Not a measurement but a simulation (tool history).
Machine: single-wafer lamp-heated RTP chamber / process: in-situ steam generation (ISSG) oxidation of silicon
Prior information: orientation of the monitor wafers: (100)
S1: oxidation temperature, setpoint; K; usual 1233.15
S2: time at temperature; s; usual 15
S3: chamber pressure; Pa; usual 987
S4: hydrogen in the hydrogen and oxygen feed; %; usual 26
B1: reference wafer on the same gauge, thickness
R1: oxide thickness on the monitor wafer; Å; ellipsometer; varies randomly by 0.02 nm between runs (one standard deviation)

run     day       S1  S2    S3  S4     B1     R1
  1       0  1246.15  15   987  26  5.039  47.92
  2   2.504  1233.15  17   987  26   5.04  48.84
  3   5.542  1233.15  15   987  26  5.043  46.58
  4   8.471  1233.15  15   987  26  5.043  46.52
      9.046  -- pyrometer window cleaned and pyrometer calibrated
     18.758  -- hydrogen flow controller replaced
  5   21.25  1233.15  15   987  26  5.045  46.67
  6  23.754  1233.15  15   987  26  5.042  46.56
  7  26.346  1233.15  15   987  26  5.042  46.33
     26.958  -- gauge calibrated
     27.762  -- pyrometer window cleaned and pyrometer calibrated
  8  30.238  1233.15  15   987  26  5.041  45.76
  9  32.275  1222.15  15   987  26  5.039  44.44
 10  34.967  1233.15  15   987  26   5.04  46.66
     35.754  -- pressure gauge zeroed
 11  37.979  1233.15  15   920  31  5.038   48.6
 12  40.721  1247.15  15   920  17  5.041  43.46
 13  42.425  1233.15  13   933  26   5.04  43.75
     45.162  -- pyrometer window cleaned and pyrometer calibrated
 14  46.425  1218.15  15  1080  22  5.041  42.12
 15  49.046  1233.15  13   933  26  5.043   43.4
 16  50.662  1252.15  11   987  26  5.038  43.66

Below are 5 alternative next runs, each starting from the tool's condition after run 16. Predict each:
  A  50.679  1233.15  15   987  26   ?   ?
  B  50.679  1241.15  15   920  31   ?   ?
  C  50.679  1220.15  13   920  30   ?   ?
  D  50.679  1233.15  11   920  26   ?   ?
  E  50.679  1222.15  15  1080  26   ?   ?

run     B1     R1
  A  5.046  46.16
  B  5.046  49.67
  C  5.046  43.82
  D  5.046  40.84
  E  5.046  44.63
With no hidden state in the tool, these same runs would have given:
run     R1
  A  45.05
  B  48.42
  C  42.91
  D  39.98
  E  43.63
